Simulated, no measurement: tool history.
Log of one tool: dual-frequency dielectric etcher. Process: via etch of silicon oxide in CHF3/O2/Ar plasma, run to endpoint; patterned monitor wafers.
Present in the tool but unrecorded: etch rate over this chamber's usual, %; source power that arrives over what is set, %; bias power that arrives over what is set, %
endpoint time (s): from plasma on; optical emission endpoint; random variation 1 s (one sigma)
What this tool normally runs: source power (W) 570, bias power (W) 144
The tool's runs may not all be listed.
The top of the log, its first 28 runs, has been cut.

run,hour,source power (W),bias power (W),wafers since the last listed run,hours since the last wet clean,hours since the last source power generator calibration,hours since the last bias power generator calibration,hours since the last upper electrode change,"incoming incoming film thickness, nm",endpoint time (s)
29,2016.8,460,164,223,481.1,1201.6,472.5,812.5,490.9,292.4
30,2114.9,440,175,530,579.2,1299.7,570.6,910.6,492.3,291.9
31,2180.5,660,125,354,644.8,1365.3,636.2,976.2,494.4,273.7
32,2254.1,440,125,397,718.4,1438.9,709.8,1049.8,492.9,365.5
# hour 2279.8: wet clean of the chamber
33,2293.1,610,116,81,13.3,1477.9,748.8,1088.8,495.8,309.1
34,2523.7,630,109,1246,243.9,1708.5,979.4,1319.4,490.9,311.5
35,2575.4,630,158,279,295.6,1760.2,1031.1,1371.1,497.5,246.0
36,2638.2,570,161,339,358.4,1823.0,1093.9,1433.9,489.3,252.8

Predict each of these 3 candidate next runs independently; none follows another, all start after run 36:
A,2638.7,570,144,2,358.9,1823.5,1094.4,1434.4,500.8,?
B,2638.7,630,118,2,358.9,1823.5,1094.4,1434.4,500.8,?
C,2638.7,640,177,2,358.9,1823.5,1094.4,1434.4,500.8,?

run,endpoint time (s)
A,278.6
B,299.0
C,227.8
Without the tool's hidden state the same runs would have given:
run,endpoint time (s)
A,280.6
B,301.2
C,229.5
